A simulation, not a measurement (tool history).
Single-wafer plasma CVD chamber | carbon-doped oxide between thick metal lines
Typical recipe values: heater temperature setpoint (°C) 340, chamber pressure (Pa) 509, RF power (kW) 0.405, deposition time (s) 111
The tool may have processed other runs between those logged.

run   hour  heater temperature setpoint (°C)  chamber pressure (Pa)  RF power (kW)  deposition time (s)  read-back reference wafer on the same gauge, thickness_nm  mean film thickness on the monitor wafer (angstrom)
  1      0                               340                    509          0.405                  116                                                    570.013                                              4899.82
  2     13                               340                    509          0.405                  116                                                    569.873                                              4896.29
  3   19.5                               340                    509          0.405                  116                                                    569.902                                              4900.93
  4   30.9                               340                    509          0.405                  111                                                    570.005                                              4673.02
  5   48.8                               340                    509          0.405                  111                                                    570.261                                              4676.87
  6   58.8                               340                    509          0.405                  111                                                    569.976                                              4675.53
      70.1  -- gauge calibrated
  7   71.9                               340                    509          0.405                  111                                                    570.081                                               4680.2
      89.6  -- showerhead replaced
  8   90.1                               340                    452          0.345                  111                                                    569.958                                              4043.71
  9   94.9                               340                    452          0.345                  111                                                    570.062                                              4046.36
 10  104.9                               328                    411          0.405                   93                                                     569.83                                              3951.91
 11  118.3                               335                    476           0.48                  120                                                    570.015                                               5803.4
 12    136                               340                    509          0.405                  111                                                    569.938                                              4667.05
 13    143                               340                    572          0.365                   92                                                    569.905                                              3616.49
 14  158.4                               344                    509          0.405                   93                                                    569.785                                              3882.89
 15  166.6                               340                    509          0.405                  105                                                    569.978                                              4425.08
 16  175.7                               340                    509          0.405                  111                                                    569.894                                              4680.65
 17  187.2                               340                    509           0.48                  111                                                    569.968                                               5335.2
 18  200.3                               340                    471          0.405                  119                                                    569.843                                              4974.95
     221.1  -- RF generator calibrated
       227  -- capacitance manometer re-zeroed and calibrated
 19  227.5                               351                    585           0.47                  111                                                    569.937                                              5472.54
     238.9  -- thermocouple changed; heater temperature recalibrated
 20  239.4                               340                    509           0.34                  102                                                    569.983                                              3909.67
 21  240.4                               340                    509          0.405                  111                                                    569.996                                              4914.99
 22  254.2                               340                    615          0.385                  111                                                    570.179                                              4827.89
 23  268.4                               340                    509          0.365                  131                                                    569.805                                              5303.05
 24  289.9                               340                    421          0.465                  111                                                    569.896                                              5317.25
 25  306.9                               340                    415          0.445                  118                                                    570.095                                              5445.09
 26    313                               340                    509           0.34                  102                                                    570.167                                              3886.64
 27  321.9                               340                    600           0.47                  129                                                    569.977                                              6477.86
 28  330.8                               340                    475          0.405                  117                                                    569.915                                              5092.38
 29  345.7                               340                    477          0.405                  111                                                    570.008                                              4824.63

3 ways to go on from here, each from the tool as it stands after run 29. What would each give?
  A  346.1                               340                    509          0.405                  111                                                          ?                                                    ?
  B  346.1                               353                    549           0.38                  124                                                          ?                                                    ?
  C  346.1                               325                    509          0.405                  111                                                          ?                                                    ?

run  read-back reference wafer on the same gauge, thickness_nm  mean film thickness on the monitor wafer (angstrom)
  A                                                    570.014                                              4864.57
  B                                                    570.014                                               5053.2
  C                                                    570.014                                               5065.3
Without the tool's unlogged condition, the same runs would have read:
run  mean film thickness on the monitor wafer (angstrom)
  A                                              4989.36
  B                                              5188.58
  C                                              5195.24
